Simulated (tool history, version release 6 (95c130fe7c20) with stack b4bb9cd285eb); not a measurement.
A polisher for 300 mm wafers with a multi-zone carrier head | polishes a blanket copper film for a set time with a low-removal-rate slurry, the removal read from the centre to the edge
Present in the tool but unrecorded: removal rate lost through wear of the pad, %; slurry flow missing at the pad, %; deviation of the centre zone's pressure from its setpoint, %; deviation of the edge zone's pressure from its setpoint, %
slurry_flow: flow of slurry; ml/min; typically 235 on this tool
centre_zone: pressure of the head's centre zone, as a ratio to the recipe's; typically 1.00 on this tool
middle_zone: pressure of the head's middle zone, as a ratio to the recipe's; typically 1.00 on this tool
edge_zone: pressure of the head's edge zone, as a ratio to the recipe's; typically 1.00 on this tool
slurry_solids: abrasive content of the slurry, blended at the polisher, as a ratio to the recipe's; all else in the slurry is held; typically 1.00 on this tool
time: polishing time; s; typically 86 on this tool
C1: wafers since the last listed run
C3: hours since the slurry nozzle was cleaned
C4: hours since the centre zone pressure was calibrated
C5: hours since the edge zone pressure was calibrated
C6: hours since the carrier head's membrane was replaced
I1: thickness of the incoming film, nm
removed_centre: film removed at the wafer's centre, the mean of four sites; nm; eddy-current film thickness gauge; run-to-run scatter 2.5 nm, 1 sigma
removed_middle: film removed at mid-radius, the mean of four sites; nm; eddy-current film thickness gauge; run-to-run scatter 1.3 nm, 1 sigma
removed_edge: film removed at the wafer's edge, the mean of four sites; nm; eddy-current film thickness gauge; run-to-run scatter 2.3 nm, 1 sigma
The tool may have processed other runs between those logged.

Run 1, day 0.000: usual settings but middle_zone 0.93; C1 0; wafers polished on this pad 984; C3 411.8; C4 691.9; C5 1139.9; C6 1538.2; I1 1303.7. Result: removed_centre 179.6 nm, removed_middle 172.8 nm, removed_edge 185.7 nm.
Run 2, day 0.508: usual settings but middle_zone 0.93; C1 115; wafers polished on this pad 1099; C3 424.0; C4 704.1; C5 1152.1; C6 1550.4; I1 1331.2. Result: removed_centre 184.9 nm, removed_middle 171.9 nm, removed_edge 179.9 nm.
At day 0.708: worn pad replaced by a new one.
Run 3, day 0.904: usual settings; C1 52; wafers polished on this pad 44; C3 433.5; C4 713.6; C5 1161.6; C6 1559.9; I1 1297.4. Result: removed_centre 193.9 nm, removed_middle 199.1 nm, removed_edge 193.7 nm.
Run 4, day 1.271: usual settings; C1 83; wafers polished on this pad 127; C3 442.3; C4 722.4; C5 1170.4; C6 1568.7; I1 1298.2. Result: removed_centre 192.8 nm, removed_middle 196.9 nm, removed_edge 195.2 nm.
Run 5, day 1.900: usual settings; C1 142; wafers polished on this pad 270; C3 457.4; C4 737.5; C5 1185.5; C6 1583.8; I1 1322.4. Result: removed_centre 187.4 nm, removed_middle 191.7 nm, removed_edge 185.5 nm.
At day 2.275: slurry nozzle cleaned.
Run 6, day 2.621: usual settings; C1 154; wafers polished on this pad 424; C3 8.3; C4 754.8; C5 1202.8; C6 1601.1; I1 1331.6. Result: removed_centre 185.2 nm, removed_middle 186.9 nm, removed_edge 187.8 nm.
At day 2.783: edge zone pressure recalibrated.
Run 7, day 2.954: usual settings but edge_zone 0.93; C1 56; wafers polished on this pad 481; C3 16.3; C4 762.8; C5 4.1; C6 1609.1; I1 1319.1. Result: removed_centre 183.0 nm, removed_middle 184.5 nm, removed_edge 181.3 nm.
Run 8, day 3.454: usual settings; C1 113; wafers polished on this pad 594; C3 28.3; C4 774.8; C5 16.1; C6 1621.1; I1 1307.0. Result: removed_centre 179.8 nm, removed_middle 186.9 nm, removed_edge 186.3 nm.
Run 9, day 3.917: usual settings but slurry_flow 290 ml/min, centre_zone 1.05; C1 104; wafers polished on this pad 699; C3 39.4; C4 785.9; C5 27.2; C6 1632.2; I1 1301.5. Result: removed_centre 195.7 nm, removed_middle 189.0 nm, removed_edge 191.0 nm.
Run 10, day 4.512: usual settings but centre_zone 0.95, edge_zone 1.03; C1 135; wafers polished on this pad 834; C3 53.7; C4 800.2; C5 41.5; C6 1646.5; I1 1313.9. Result: removed_centre 171.0 nm, removed_middle 186.2 nm, removed_edge 187.3 nm.
Run 11, day 5.154: usual settings but time 99 s; C1 145; wafers polished on this pad 980; C3 69.1; C4 815.6; C5 56.9; C6 1661.9; I1 1320.5. Result: removed_centre 204.1 nm, removed_middle 213.0 nm, removed_edge 213.0 nm.
At day 5.408: carrier head's membrane replaced by a new one.
At day 5.625: centre zone pressure recalibrated.
Run 12, day 5.779: usual settings; C1 75; wafers polished on this pad 1056; C3 84.1; C4 3.7; C5 71.9; C6 8.9; I1 1300.8. Result: removed_centre 182.9 nm, removed_middle 184.2 nm, removed_edge 180.8 nm.
Run 13, day 6.212: usual settings but slurry_flow 175 ml/min, centre_zone 0.90, edge_zone 1.11, slurry_solids 1.15; C1 98; wafers polished on this pad 1154; C3 94.5; C4 14.1; C5 82.3; C6 19.3; I1 1339.5. Result: removed_centre 160.2 nm, removed_middle 185.4 nm, removed_edge 197.2 nm.
Run 14, day 6.612: usual settings; C1 90; wafers polished on this pad 1245; C3 104.1; C4 23.7; C5 91.9; C6 28.9; I1 1315.7. Result: removed_centre 179.3 nm, removed_middle 182.8 nm, removed_edge 181.9 nm.
At day 6.821: worn pad replaced by a new one.
Run 15, day 7.125: usual settings but slurry_flow 205 ml/min; C1 78; wafers polished on this pad 69; C3 116.4; C4 36.0; C5 104.2; C6 41.2; I1 1312.4. Result: removed_centre 192.8 nm, removed_middle 196.7 nm, removed_edge 193.6 nm.
Run 16, day 7.696: usual settings; C1 129; wafers polished on this pad 198; C3 130.1; C4 49.7; C5 117.9; C6 54.9; I1 1308.3. Result: removed_centre 192.1 nm, removed_middle 196.4 nm, removed_edge 191.0 nm.
Run 17, day 8.442: usual settings; C1 169; wafers polished on this pad 368; C3 148.0; C4 67.6; C5 135.8; C6 72.8; I1 1332.4. Result: removed_centre 188.3 nm, removed_middle 188.6 nm, removed_edge 191.8 nm.
Run 18, day 8.800: usual settings but middle_zone 1.06; C1 81; wafers polished on this pad 449; C3 156.6; C4 76.2; C5 144.4; C6 81.4; I1 1306.5. Result: removed_centre 184.4 nm, removed_middle 195.7 nm, removed_edge 192.1 nm.
Run 19, day 9.171: usual settings but edge_zone 0.90; C1 84; wafers polished on this pad 533; C3 165.5; C4 85.1; C5 153.3; C6 90.3; I1 1335.6. Result: removed_centre 187.9 nm, removed_middle 186.9 nm, removed_edge 175.5 nm.
Run 20, day 9.517: usual settings but middle_zone 0.90, time 70 s; C1 78; wafers polished on this pad 612; C3 173.8; C4 93.4; C5 161.6; C6 98.6; I1 1326.1. Result: removed_centre 145.4 nm, removed_middle 137.7 nm, removed_edge 149.9 nm.
Run 21, day 9.871: usual settings; C1 80; wafers polished on this pad 692; C3 182.3; C4 101.9; C5 170.1; C6 107.1; I1 1305.1. Result: removed_centre 182.7 nm, removed_middle 187.1 nm, removed_edge 186.8 nm.
Run 22, day 10.375: usual settings but slurry_flow 200 ml/min, slurry_solids 0.85, time 77 s; C1 114; wafers polished on this pad 806; C3 194.4; C4 114.0; C5 182.2; C6 119.2; I1 1332.3. Result: removed_centre 151.2 nm, removed_middle 153.2 nm, removed_edge 152.1 nm.

4 ways to go on from here, each from the tool as it stands after run 22. What would each give?
Run A, day 10.396: usual settings; C1 4; wafers polished on this pad 811; C3 194.9; C4 114.5; C5 182.7; C6 119.7; I1 1321.7. Result: removed_centre ?, removed_middle ?, removed_edge ?.
Run B, day 10.396: usual settings but middle_zone 0.91, edge_zone 1.06; C1 4; wafers polished on this pad 811; C3 194.9; C4 114.5; C5 182.7; C6 119.7; I1 1321.7. Result: removed_centre ?, removed_middle ?, removed_edge ?.
Run C, day 10.396: usual settings but slurry_flow 265 ml/min, time 95 s; C1 4; wafers polished on this pad 811; C3 194.9; C4 114.5; C5 182.7; C6 119.7; I1 1321.7. Result: removed_centre ?, removed_middle ?, removed_edge ?.
Run D, day 10.396: usual settings but slurry_flow 280 ml/min; C1 4; wafers polished on this pad 811; C3 194.9; C4 114.5; C5 182.7; C6 119.7; I1 1321.7. Result: removed_centre ?, removed_middle ?, removed_edge ?.

run  removed_centre  removed_middle  removed_edge
  A           182.1           186.8         182.0
  B           182.0           172.6         187.5
  C           203.7           208.6         202.7
  D           185.3           189.8         184.1
What these runs would have given with no unlogged condition in the tool:
run  removed_centre  removed_middle  removed_edge
  A           198.7           203.8         198.5
  B           198.6           188.3         204.5
  C           222.2           227.6         221.1
  D           202.2           207.0         200.9

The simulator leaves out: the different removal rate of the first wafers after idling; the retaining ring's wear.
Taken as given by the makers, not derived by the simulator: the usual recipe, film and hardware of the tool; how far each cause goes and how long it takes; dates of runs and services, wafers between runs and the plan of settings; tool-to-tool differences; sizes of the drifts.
